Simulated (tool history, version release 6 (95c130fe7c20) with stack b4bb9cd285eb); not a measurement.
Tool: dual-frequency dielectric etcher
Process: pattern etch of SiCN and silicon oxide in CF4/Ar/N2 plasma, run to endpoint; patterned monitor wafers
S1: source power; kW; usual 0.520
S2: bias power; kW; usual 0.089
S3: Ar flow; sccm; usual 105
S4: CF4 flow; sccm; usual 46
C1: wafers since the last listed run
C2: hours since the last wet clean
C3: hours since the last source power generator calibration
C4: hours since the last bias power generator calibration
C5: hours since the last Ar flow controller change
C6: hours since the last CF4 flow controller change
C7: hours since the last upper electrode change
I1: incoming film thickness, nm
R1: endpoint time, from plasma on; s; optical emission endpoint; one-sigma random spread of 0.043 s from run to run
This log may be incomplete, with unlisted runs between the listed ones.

run,hour,S1,S2,S3,S4,C1,C2,C3,C4,C5,C6,C7,I1,R1
1,0.0,0.520,0.089,105,46,0,554.3,3776.8,3549.4,5434.5,2922.5,4935.3,10.42,10.5
2,48.6,0.520,0.089,105,46,651,602.9,3825.4,3598.0,5483.1,2971.1,4983.9,10.59,10.7
# hour 83.1: wet clean of the chamber
3,83.6,0.520,0.089,105,46,147,0.5,3860.4,3633.0,5518.1,3006.1,5018.9,10.46,10.5
4,84.0,0.520,0.089,105,46,5,0.9,3860.8,3633.4,5518.5,3006.5,5019.3,10.61,10.7
# hour 91.1: CF4 flow controller replaced
5,93.8,0.520,0.089,86,53,50,10.7,3870.6,3643.2,5528.3,2.7,5029.1,10.43,10.1
# hour 116.2: bias power generator calibrated
# hour 118.5: upper electrode replaced
# hour 121.7: Ar flow controller replaced
6,122.2,0.560,0.089,105,46,254,39.1,3899.0,6.0,0.5,31.1,3.7,10.51,10.2
7,122.5,0.560,0.089,105,46,4,39.4,3899.3,6.3,0.8,31.4,4.0,10.44,10.0
# hour 142.6: source power generator calibrated
8,167.3,0.590,0.067,113,54,546,84.2,24.7,51.1,45.6,76.2,48.8,10.45,11.4
9,184.4,0.520,0.089,122,46,229,101.3,41.8,68.2,62.7,93.3,65.9,10.64,11.0
10,199.3,0.520,0.089,105,49,199,116.2,56.7,83.1,77.6,108.2,80.8,10.52,10.6
11,206.4,0.520,0.089,89,46,95,123.3,63.8,90.2,84.7,115.3,87.9,10.53,10.4
12,213.7,0.520,0.089,105,46,97,130.6,71.1,97.5,92.0,122.6,95.2,10.48,10.6
13,220.6,0.520,0.089,114,46,92,137.5,78.0,104.4,98.9,129.5,102.1,10.47,10.7
14,230.2,0.520,0.079,83,46,128,147.1,87.6,114.0,108.5,139.1,111.7,10.55,11.0

Branching from run 14: 5 alternative next runs. What would each branch give?
A,230.6,0.520,0.089,105,46,5,147.5,88.0,114.4,108.9,139.5,112.1,10.54,?
B,230.6,0.520,0.080,105,46,5,147.5,88.0,114.4,108.9,139.5,112.1,10.54,?
C,230.6,0.520,0.089,105,37,5,147.5,88.0,114.4,108.9,139.5,112.1,10.54,?
D,230.6,0.520,0.095,96,56,5,147.5,88.0,114.4,108.9,139.5,112.1,10.54,?
E,230.6,0.520,0.100,105,38,5,147.5,88.0,114.4,108.9,139.5,112.1,10.54,?

run,R1
A,10.7
B,11.3
C,10.9
D,9.9
E,10.2
Take away the tool's hidden state, keep each run's random variation, and the runs would have read:
run,R1
A,10.7
B,11.3
C,10.9
D,9.9
E,10.2
